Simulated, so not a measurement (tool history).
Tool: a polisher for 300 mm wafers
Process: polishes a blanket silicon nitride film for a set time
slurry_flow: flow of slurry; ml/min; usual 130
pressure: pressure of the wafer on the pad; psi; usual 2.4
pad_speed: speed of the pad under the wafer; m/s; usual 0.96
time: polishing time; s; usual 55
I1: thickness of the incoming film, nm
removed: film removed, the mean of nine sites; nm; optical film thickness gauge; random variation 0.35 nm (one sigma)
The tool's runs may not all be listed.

{"run": 1, "hour": 0.0, "slurry_flow": 130, "pressure": 2.4, "pad_speed": 0.96, "time": 55, "I1": 764.1, "removed": 62.0}
{"hour": 38.1, "done": "head pressure recalibrated"}
{"run": 2, "hour": 47.1, "slurry_flow": 130, "pressure": 2.4, "pad_speed": 0.96, "time": 55, "I1": 764.4, "removed": 57.9}
{"hour": 108.3, "done": "worn pad replaced by a new one"}
{"run": 3, "hour": 127.5, "slurry_flow": 130, "pressure": 2.9, "pad_speed": 1.06, "time": 55, "I1": 753.3, "removed": 73.6}
{"run": 4, "hour": 231.1, "slurry_flow": 130, "pressure": 2.9, "pad_speed": 1.06, "time": 55, "I1": 759.5, "removed": 73.4}
{"run": 5, "hour": 289.4, "slurry_flow": 130, "pressure": 2.9, "pad_speed": 1.06, "time": 55, "I1": 778.3, "removed": 73.8}
{"hour": 314.1, "done": "slurry nozzle cleaned"}
{"run": 6, "hour": 344.5, "slurry_flow": 130, "pressure": 2.4, "pad_speed": 0.96, "time": 55, "I1": 781.8, "removed": 58.6}
{"hour": 364.5, "done": "worn pad replaced by a new one"}
{"run": 7, "hour": 405.4, "slurry_flow": 130, "pressure": 2.4, "pad_speed": 0.96, "time": 55, "I1": 758.9, "removed": 58.6}
{"run": 8, "hour": 492.1, "slurry_flow": 130, "pressure": 2.6, "pad_speed": 0.96, "time": 42, "I1": 774.7, "removed": 49.3}
{"run": 9, "hour": 568.2, "slurry_flow": 130, "pressure": 2.6, "pad_speed": 0.96, "time": 42, "I1": 763.5, "removed": 48.7}
{"hour": 591.8, "done": "worn pad replaced by a new one"}
{"run": 10, "hour": 620.4, "slurry_flow": 130, "pressure": 2.4, "pad_speed": 0.82, "time": 47, "I1": 774.8, "removed": 46.2}
{"hour": 653.0, "done": "slurry nozzle cleaned"}
{"run": 11, "hour": 723.6, "slurry_flow": 130, "pressure": 2.4, "pad_speed": 1.28, "time": 36, "I1": 768.7, "removed": 47.1}
{"run": 12, "hour": 821.4, "slurry_flow": 130, "pressure": 1.7, "pad_speed": 0.86, "time": 48, "I1": 770.7, "removed": 35.6}

Forecast run 13:
{"hour": 860.3, "done": "worn pad replaced by a new one"}
{"run": 13, "hour": 910.9, "slurry_flow": 130, "pressure": 1.7, "pad_speed": 0.86, "time": 48, "I1": 758.7, "removed": "?"}

removed: 36.0 nm
Without the tool's hidden state the same run would have given removed 33.1 nm.

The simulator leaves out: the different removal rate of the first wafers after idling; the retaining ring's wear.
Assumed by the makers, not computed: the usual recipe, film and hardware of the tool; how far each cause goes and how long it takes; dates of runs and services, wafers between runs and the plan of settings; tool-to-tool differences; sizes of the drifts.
